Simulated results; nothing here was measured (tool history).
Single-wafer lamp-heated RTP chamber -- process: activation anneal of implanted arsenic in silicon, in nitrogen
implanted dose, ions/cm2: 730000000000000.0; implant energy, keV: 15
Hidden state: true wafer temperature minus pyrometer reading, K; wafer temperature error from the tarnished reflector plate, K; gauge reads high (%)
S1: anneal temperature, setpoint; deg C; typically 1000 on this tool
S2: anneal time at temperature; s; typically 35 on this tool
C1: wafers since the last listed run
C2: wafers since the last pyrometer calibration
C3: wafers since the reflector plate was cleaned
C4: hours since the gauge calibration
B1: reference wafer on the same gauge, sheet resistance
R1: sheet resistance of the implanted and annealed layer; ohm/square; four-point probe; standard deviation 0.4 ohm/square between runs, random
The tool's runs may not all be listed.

run	day	S1	S2	C1	C2	C3	C4	B1	R1
1	0.000	1000	27	0	433	13370	252.2	167.79	169.93
2	0.500	1000	35	131	564	13501	264.2	168.09	166.25
3	1.138	1000	35	167	732	13669	279.5	167.91	165.64
4	1.392	1000	35	66	798	13736	285.6	167.96	165.57
5	1.646	990	46	66	865	13802	291.7	168.22	165.65
6	2.121	990	46	124	990	13927	303.1	167.78	165.35
7	2.617	990	46	130	1120	14057	315.0	167.97	164.42
8	3.271	1012	35	171	1292	14229	330.7	167.88	160.03
9	3.546	1020	35	72	1365	14302	337.3	168.02	158.25
10	3.983	1020	35	114	1480	14417	347.8	167.74	159.02
11	4.504	1000	35	136	1616	14554	360.3	168.06	164.12
# day 4.858: pyrometer window cleaned and pyrometer calibrated
12	5.204	1000	43	96	91	14650	377.1	167.94	164.71
13	5.762	1000	43	146	238	14797	390.5	167.92	164.95
# day 6.583: reflector plate cleaned
14	6.604	1000	43	133	371	5	410.7	168.25	163.44
15	7.204	1000	35	157	529	163	425.1	168.01	165.84
16	7.471	1000	17	70	599	233	431.5	167.96	176.11
# day 8.388: gauge calibrated
17	9.092	1015	48	425	1025	659	16.9	167.78	156.65
18	9.662	1029	26	150	1175	809	30.6	168.07	160.09
19	10.138	1018	52	124	1300	934	42.0	167.84	154.52
20	10.817	1000	35	178	1478	1112	58.3	168.12	164.66
21	11.196	987	16	99	1578	1212	67.4	168.14	179.87
# day 11.817: pyrometer window cleaned and pyrometer calibrated
22	11.838	1000	35	81	5	1293	82.8	168.05	167.93
23	12.417	1000	35	152	158	1445	96.7	168.02	166.97
24	12.971	971	56	145	303	1591	110.0	167.85	171.01
25	13.550	971	43	152	455	1743	123.9	168.13	174.75
26	15.438	1000	35	496	952	2239	169.2	167.87	165.17
27	15.925	1000	35	128	1080	2367	180.9	167.99	166.28
28	16.538	971	14	160	1241	2528	195.6	167.94	185.58
29	17.008	1018	47	123	1364	2652	206.9	167.93	155.96
30	17.317	1000	35	81	1445	2733	214.3	168.21	165.55
31	17.788	983	35	123	1569	2856	225.6	167.93	170.18
# day 18.717: pyrometer window cleaned and pyrometer calibrated
32	18.738	1000	35	162	5	3018	248.4	167.93	166.60
33	18.883	1000	21	38	43	3057	251.9	167.77	174.25
34	19.246	1000	48	95	138	3152	260.6	167.98	162.94
35	19.754	1024	26	133	272	3286	272.8	168.08	163.29
36	20.238	1023	55	127	399	3413	284.4	167.71	154.25
37	20.533	975	35	77	477	3490	291.5	167.99	176.32
38	20.888	1027	28	93	570	3583	300.0	167.91	160.03

What would each run have given without the hidden state, its run-to-run variation left as it was?
run	R1
1	171.01
2	167.55
3	167.22
4	167.25
5	167.52
6	167.42
7	166.70
8	162.30
9	160.46
10	161.39
11	167.11
12	164.90
13	165.39
14	164.23
15	166.90
16	177.19
17	158.24
18	161.81
19	156.41
20	167.24
21	182.28
22	167.97
23	167.25
24	171.59
25	175.56
26	166.75
27	168.08
28	187.23
29	157.83
30	167.94
31	172.84
32	166.74
33	174.45
34	163.30
35	163.80
36	154.87
37	177.26
38	160.92
